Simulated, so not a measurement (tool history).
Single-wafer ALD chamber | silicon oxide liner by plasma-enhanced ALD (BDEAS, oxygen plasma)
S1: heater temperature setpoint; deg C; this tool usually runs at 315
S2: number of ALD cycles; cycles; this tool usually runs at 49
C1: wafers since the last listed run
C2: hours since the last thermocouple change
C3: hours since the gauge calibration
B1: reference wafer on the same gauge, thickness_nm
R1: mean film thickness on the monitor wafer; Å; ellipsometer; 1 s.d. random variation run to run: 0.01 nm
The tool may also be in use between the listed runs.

run	day	S1	S2	C1	C2	C3	B1	R1
1	0	315	49	0	455.5	599.1	3.72	40.62
2	0.925	322	49	182	477.7	621.3	3.722	40.37
3	2.025	322	49	217	504.1	647.7	3.722	40.39
4	5.588	315	55	703	589.6	733.2	3.723	45.58
5	6.296	315	55	139	606.6	750.2	3.721	45.73
6	6.967	315	55	132	622.7	766.3	3.72	45.73
7	7.879	315	54	180	644.6	788.2	3.719	44.95
8	8.742	305	51	170	665.3	808.9	3.721	43.17
9	9.862	305	51	221	692.2	835.8	3.722	42.92
10	11.254	315	51	274	725.6	869.2	3.724	42.3
11	12.579	315	51	261	757.4	901	3.718	42.39
12	13.612	315	51	203	782.2	925.8	3.719	42.3
13	15.05	315	49	283	816.7	960.3	3.719	40.69
14	16.479	315	49	282	851	994.6	3.722	40.64
15	17.433	315	49	188	873.9	1017.5	3.717	40.73
16	18.475	315	49	205	898.9	1042.5	3.717	40.6
17	19.908	311	45	282	933.3	1076.9	3.722	37.65
# day 20.292: gauge calibrated
18	21.146	315	49	244	963	20.5	3.718	40.52
19	22.454	315	49	258	994.4	51.9	3.722	40.53
# day 23.679: thermocouple changed; heater temperature recalibrated
20	23.7	315	49	180	0.5	81.8	3.721	41.06
21	24.767	321	43	210	26.1	107.4	3.723	35.69
22	26.096	319	54	262	58	139.3	3.719	44.82
23	27.454	330	54	268	90.6	171.9	3.719	44.08
24	28.621	315	49	230	118.6	199.9	3.724	40.78
25	30.067	308	57	285	153.3	234.6	3.721	48.09
26	31.421	325	49	267	185.8	267.1	3.722	40
27	32.854	311	45	282	220.2	301.5	3.718	37.68
28	33.488	315	49	124	235.4	316.7	3.72	40.98
29	34.783	304	49	255	266.5	347.8	3.721	41.76
30	36.6	304	40	358	310.1	391.4	3.721	33.95
31	37.546	315	49	186	332.8	414.1	3.719	40.8
32	38.592	309	40	206	357.9	439.2	3.721	33.58

Branching from run 32: 5 alternative next runs. What would each branch give?
A	38.612	315	49	4	358.4	439.7	?	?
B	38.612	319	49	4	358.4	439.7	?	?
C	38.612	329	41	4	358.4	439.7	?	?
D	38.612	327	55	4	358.4	439.7	?	?
E	38.612	315	44	4	358.4	439.7	?	?

run	B1	R1
A	3.72	40.69
B	3.72	40.43
C	3.72	33.28
D	3.72	44.79
E	3.72	36.54
Without the tool's hidden state the same runs would have given:
run	R1
A	40.82
B	40.55
C	33.38
D	44.93
E	36.65
